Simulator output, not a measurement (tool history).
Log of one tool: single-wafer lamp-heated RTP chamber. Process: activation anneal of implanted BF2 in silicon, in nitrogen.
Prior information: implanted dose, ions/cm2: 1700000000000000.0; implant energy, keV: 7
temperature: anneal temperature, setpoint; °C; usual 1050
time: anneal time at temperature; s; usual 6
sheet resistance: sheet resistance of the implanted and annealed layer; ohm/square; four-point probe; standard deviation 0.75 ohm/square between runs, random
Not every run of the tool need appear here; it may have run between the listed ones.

run	hour	temperature	time	wafers since the last listed run	wafers since the last pyrometer calibration	wafers since the reflector plate was cleaned	hours since the gauge calibration	read-back reference wafer on the same gauge, sheet resistance	sheet resistance
1	0	1050	6	0	4322	4604	344.3	222.87	202.91
2	52.7	1050	6	1000	5322	5604	397	223.2	203.61
# hour 73: reflector plate cleaned
3	105.5	1050	9	850	6173	617	449.8	222.73	179.5
# hour 125.5: pyrometer window cleaned and pyrometer calibrated
4	175.2	1050	9	1171	944	1788	519.5	223.04	179.57
5	218.7	1050	6	826	1770	2614	563	223.05	204.42
6	354.1	1050	6	2571	4341	5185	698.4	222.92	203.04
# hour 423.8: reflector plate cleaned
# hour 486.9: gauge calibrated
# hour 492.6: pyrometer window cleaned and pyrometer calibrated
7	503.7	1050	6	2536	211	1365	16.8	222.96	205.23
8	565.1	1029	6	1165	1377	2531	78.2	222.98	252.17
9	599.4	1050	6	651	2028	3182	112.5	222.89	202
10	658.9	1040	5	1129	3158	4312	172	223.12	235.51
11	708.5	1079	7	941	4100	5254	221.6	223.09	152.51
12	773.3	1050	6	1230	5330	6484	286.4	222.93	203.06
# hour 782.7: pyrometer window cleaned and pyrometer calibrated
# hour 806.3: reflector plate cleaned
13	823.9	1039	3	657	631	334	337	222.92	275.23
14	872.3	1068	3	919	1550	1253	385.4	222.96	207.99
15	899	1036	3	506	2057	1760	412.1	222.99	281.09
16	928.9	1040	5	567	2624	2327	442	222.85	236.97
17	991.2	1050	8	1182	3807	3510	504.3	222.92	185.66

Each row is a separate what-if for the run after 17, all from the same tool condition, not one after another. Results?
A	991.6	1050	6	7	3815	3518	504.7	?	?
B	991.6	1025	8	7	3815	3518	504.7	?	?
C	991.6	1032	5	7	3815	3518	504.7	?	?
D	991.6	1029	4	7	3815	3518	504.7	?	?

run	read-back reference wafer on the same gauge, sheet resistance	sheet resistance
A	222.87	203.69
B	222.87	241.98
C	222.87	256.46
D	222.87	278.92
Without the tool's hidden state the same runs would have given:
run	sheet resistance
A	203.69
B	241.98
C	256.46
D	278.92
